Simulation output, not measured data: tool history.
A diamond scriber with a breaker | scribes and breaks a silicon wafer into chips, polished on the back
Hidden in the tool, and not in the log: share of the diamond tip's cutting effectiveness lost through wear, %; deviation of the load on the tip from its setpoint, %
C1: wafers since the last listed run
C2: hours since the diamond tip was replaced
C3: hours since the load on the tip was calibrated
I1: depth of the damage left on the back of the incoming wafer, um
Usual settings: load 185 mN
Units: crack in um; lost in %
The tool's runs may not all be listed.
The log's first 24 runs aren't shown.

-- hour=336.7 diamond tip replaced by a new one
run 25 hour=337.2 | load=154 | C1=12 C2=0.5 C3=37.1 | I1=0.05 | crack=13.23 lost=3.56
run 26 hour=344.9 | load=165 | C1=17 C2=8.2 C3=44.8 | I1=0.05 | crack=13.88 lost=1.84
run 27 hour=361.2 | load=185 | C1=36 C2=24.5 C3=61.1 | I1=0.03 | crack=15.34 lost=0.88
run 28 hour=378.8 | load=161 | C1=39 C2=42.1 C3=78.7 | I1=0.03 | crack=14.01 lost=2.44
run 29 hour=387.8 | load=132 | C1=20 C2=51.1 C3=87.7 | I1=0.02 | crack=11.60 lost=10.12
run 30 hour=394.2 | load=185 | C1=14 C2=57.5 C3=94.1 | I1=0.01 | crack=15.36 lost=1.04
run 31 hour=405.7 | load=150 | C1=25 C2=69.0 C3=105.6 | I1=0.01 | crack=13.15 lost=3.93
run 32 hour=423.2 | load=225 | C1=39 C2=86.5 C3=123.1 | I1=0.02 | crack=17.68 lost=4.03
run 33 hour=432.0 | load=158 | C1=19 C2=95.3 C3=131.9 | I1=0.03 | crack=13.40 lost=2.85
run 34 hour=445.6 | load=148 | C1=30 C2=108.9 C3=145.5 | I1=0.03 | crack=12.91 lost=4.87
run 35 hour=461.6 | load=208 | C1=36 C2=124.9 C3=161.5 | I1=0.01 | crack=16.84 lost=1.87
run 36 hour=474.0 | load=228 | C1=27 C2=137.3 C3=173.9 | I1=0.03 | crack=17.86 lost=4.13
run 37 hour=489.2 | load=185 | C1=34 C2=152.5 C3=189.1 | I1=0.03 | crack=14.99 lost=0.98
run 38 hour=496.8 | load=221 | C1=17 C2=160.1 C3=196.7 | I1=0.05 | crack=17.85 lost=3.36
run 39 hour=512.6 | load=156 | C1=35 C2=175.9 C3=212.5 | I1=0.04 | crack=13.18 lost=3.24
run 40 hour=539.7 | load=146 | C1=61 C2=203.0 C3=239.6 | I1=0.03 | crack=12.57 lost=5.53
run 41 hour=552.8 | load=143 | C1=29 C2=216.1 C3=252.7 | I1=0.03 | crack=12.38 lost=5.71

3 ways to go on from here, each from the tool as it stands after run 41. What would each give?
run A hour=553.5 | load=185 | C1=1 C2=216.8 C3=253.4 | I1=0.02 | crack=? lost=?
run B hour=553.5 | load=203 | C1=1 C2=216.8 C3=253.4 | I1=0.02 | crack=? lost=?
run C hour=553.5 | load=223 | C1=1 C2=216.8 C3=253.4 | I1=0.02 | crack=? lost=?

run=A crack=15.22 lost=0.99
run=B crack=16.37 lost=1.64
run=C crack=17.60 lost=3.59
Without the tool's hidden state the same runs would have given:
run=A crack=15.23 lost=0.99
run=B crack=16.38 lost=1.65
run=C crack=17.61 lost=3.61
